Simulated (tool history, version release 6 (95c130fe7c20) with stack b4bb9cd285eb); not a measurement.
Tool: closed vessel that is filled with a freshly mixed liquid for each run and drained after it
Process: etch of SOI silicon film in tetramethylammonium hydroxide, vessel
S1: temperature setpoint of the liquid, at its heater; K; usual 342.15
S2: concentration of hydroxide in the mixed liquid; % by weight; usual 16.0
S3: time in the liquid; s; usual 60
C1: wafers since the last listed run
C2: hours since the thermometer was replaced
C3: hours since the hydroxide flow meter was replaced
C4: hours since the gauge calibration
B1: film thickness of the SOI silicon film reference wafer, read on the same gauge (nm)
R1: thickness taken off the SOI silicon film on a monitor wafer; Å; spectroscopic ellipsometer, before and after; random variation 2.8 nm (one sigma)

{"run": 1, "day": 0.0, "S1": 342.15, "S2": 16.0, "S3": 60, "C1": 0, "C2": 2141.2, "C3": 294.0, "C4": 1411.4, "B1": 120.0, "R1": 3158.4}
{"run": 2, "day": 4.275, "S1": 336.15, "S2": 14.5, "S3": 60, "C1": 15260, "C2": 2243.8, "C3": 396.6, "C4": 1514.0, "B1": 120.02, "R1": 2242.0}
{"day": 4.367, "done": "thermometer replaced"}
{"run": 3, "day": 8.033, "S1": 336.15, "S2": 14.5, "S3": 60, "C1": 13267, "C2": 88.0, "C3": 486.8, "C4": 1604.2, "B1": 119.97, "R1": 2219.8}
{"run": 4, "day": 10.992, "S1": 342.15, "S2": 16.0, "S3": 60, "C1": 10560, "C2": 159.0, "C3": 557.8, "C4": 1675.2, "B1": 119.99, "R1": 3054.2}
{"run": 5, "day": 14.042, "S1": 342.15, "S2": 16.0, "S3": 60, "C1": 10887, "C2": 232.2, "C3": 631.0, "C4": 1748.4, "B1": 120.01, "R1": 3068.3}
{"day": 14.517, "done": "hydroxide flow meter replaced"}
{"run": 6, "day": 18.4, "S1": 342.15, "S2": 16.0, "S3": 60, "C1": 15409, "C2": 336.8, "C3": 93.2, "C4": 1853.0, "B1": 120.02, "R1": 3160.9}
{"run": 7, "day": 21.867, "S1": 342.15, "S2": 16.0, "S3": 60, "C1": 12375, "C2": 420.0, "C3": 176.4, "C4": 1936.2, "B1": 119.99, "R1": 3179.8}
{"run": 8, "day": 25.904, "S1": 342.15, "S2": 16.0, "S3": 60, "C1": 14413, "C2": 516.9, "C3": 273.3, "C4": 2033.1, "B1": 119.99, "R1": 3109.1}
{"run": 9, "day": 28.75, "S1": 342.15, "S2": 16.0, "S3": 60, "C1": 10159, "C2": 585.2, "C3": 341.6, "C4": 2101.4, "B1": 120.02, "R1": 3149.5}
{"day": 31.979, "done": "gauge calibrated"}
{"run": 10, "day": 33.062, "S1": 342.15, "S2": 16.0, "S3": 60, "C1": 15394, "C2": 688.7, "C3": 445.1, "C4": 26.0, "B1": 120.04, "R1": 3097.3}
{"run": 11, "day": 36.312, "S1": 342.15, "S2": 16.0, "S3": 60, "C1": 11601, "C2": 766.7, "C3": 523.1, "C4": 104.0, "B1": 119.99, "R1": 3103.7}
{"run": 12, "day": 40.033, "S1": 342.15, "S2": 19.0, "S3": 60, "C1": 13282, "C2": 856.0, "C3": 612.4, "C4": 193.3, "B1": 120.04, "R1": 2861.1}
{"day": 40.371, "done": "hydroxide flow meter replaced"}
{"run": 13, "day": 43.279, "S1": 342.15, "S2": 16.0, "S3": 60, "C1": 11438, "C2": 933.9, "C3": 69.8, "C4": 271.2, "B1": 120.03, "R1": 3165.0}
{"run": 14, "day": 44.875, "S1": 336.65, "S2": 16.0, "S3": 30, "C1": 5696, "C2": 972.2, "C3": 108.1, "C4": 309.5, "B1": 119.99, "R1": 1148.0}
{"run": 15, "day": 48.208, "S1": 342.15, "S2": 16.0, "S3": 60, "C1": 11899, "C2": 1052.2, "C3": 188.1, "C4": 389.5, "B1": 120.01, "R1": 3171.0}
{"run": 16, "day": 52.238, "S1": 345.15, "S2": 20.0, "S3": 85, "C1": 14383, "C2": 1148.9, "C3": 284.8, "C4": 486.2, "B1": 119.97, "R1": 4770.7}
{"run": 17, "day": 56.475, "S1": 342.15, "S2": 14.0, "S3": 60, "C1": 15127, "C2": 1250.6, "C3": 386.5, "C4": 587.9, "B1": 120.03, "R1": 3252.1}
{"run": 18, "day": 59.129, "S1": 336.65, "S2": 20.5, "S3": 45, "C1": 9474, "C2": 1314.3, "C3": 450.2, "C4": 651.6, "B1": 120.0, "R1": 1463.5}
{"run": 19, "day": 61.533, "S1": 347.65, "S2": 16.0, "S3": 70, "C1": 8582, "C2": 1372.0, "C3": 507.9, "C4": 709.3, "B1": 120.0, "R1": 4862.9}
{"run": 20, "day": 65.679, "S1": 339.15, "S2": 12.0, "S3": 60, "C1": 14799, "C2": 1471.5, "C3": 607.4, "C4": 808.8, "B1": 119.98, "R1": 2918.1}
{"day": 67.271, "done": "hydroxide flow meter replaced"}
{"run": 21, "day": 69.65, "S1": 345.65, "S2": 11.0, "S3": 60, "C1": 14026, "C2": 1566.8, "C3": 57.1, "C4": 904.1, "B1": 120.01, "R1": 4574.3}
{"run": 22, "day": 74.058, "S1": 344.65, "S2": 19.5, "S3": 30, "C1": 15736, "C2": 1672.6, "C3": 162.9, "C4": 1009.9, "B1": 120.03, "R1": 1680.2}
{"run": 23, "day": 76.029, "S1": 342.15, "S2": 16.0, "S3": 85, "C1": 7035, "C2": 1719.9, "C3": 210.2, "C4": 1057.2, "B1": 119.99, "R1": 4437.7}
{"day": 76.45, "done": "thermometer replaced"}
{"run": 24, "day": 79.596, "S1": 342.15, "S2": 16.0, "S3": 60, "C1": 12583, "C2": 75.5, "C3": 295.8, "C4": 1142.8, "B1": 119.99, "R1": 3146.4}
{"run": 25, "day": 83.542, "S1": 336.15, "S2": 13.0, "S3": 50, "C1": 14085, "C2": 170.2, "C3": 390.5, "C4": 1237.5, "B1": 120.03, "R1": 2001.9}
{"run": 26, "day": 87.65, "S1": 345.65, "S2": 19.5, "S3": 30, "C1": 14666, "C2": 268.8, "C3": 489.1, "C4": 1336.1, "B1": 119.99, "R1": 1726.9}
{"run": 27, "day": 90.054, "S1": 335.15, "S2": 16.0, "S3": 60, "C1": 8582, "C2": 326.5, "C3": 546.8, "C4": 1393.8, "B1": 120.02, "R1": 2024.6}
{"run": 28, "day": 92.479, "S1": 342.15, "S2": 14.5, "S3": 60, "C1": 8656, "C2": 384.7, "C3": 605.0, "C4": 1452.0, "B1": 119.99, "R1": 3224.8}
{"run": 29, "day": 96.779, "S1": 342.15, "S2": 16.0, "S3": 60, "C1": 15350, "C2": 487.9, "C3": 708.2, "C4": 1555.2, "B1": 120.0, "R1": 3099.6}

Forecast run 30:
{"run": 30, "day": 100.421, "S1": 334.65, "S2": 18.0, "S3": 95, "C1": 13000, "C2": 575.3, "C3": 795.6, "C4": 1642.6, "B1": "?", "R1": "?"}

B1: 120.03
R1: 2915.9 Å
Without the tool's hidden state the same run would have given R1 3086.0 Å.
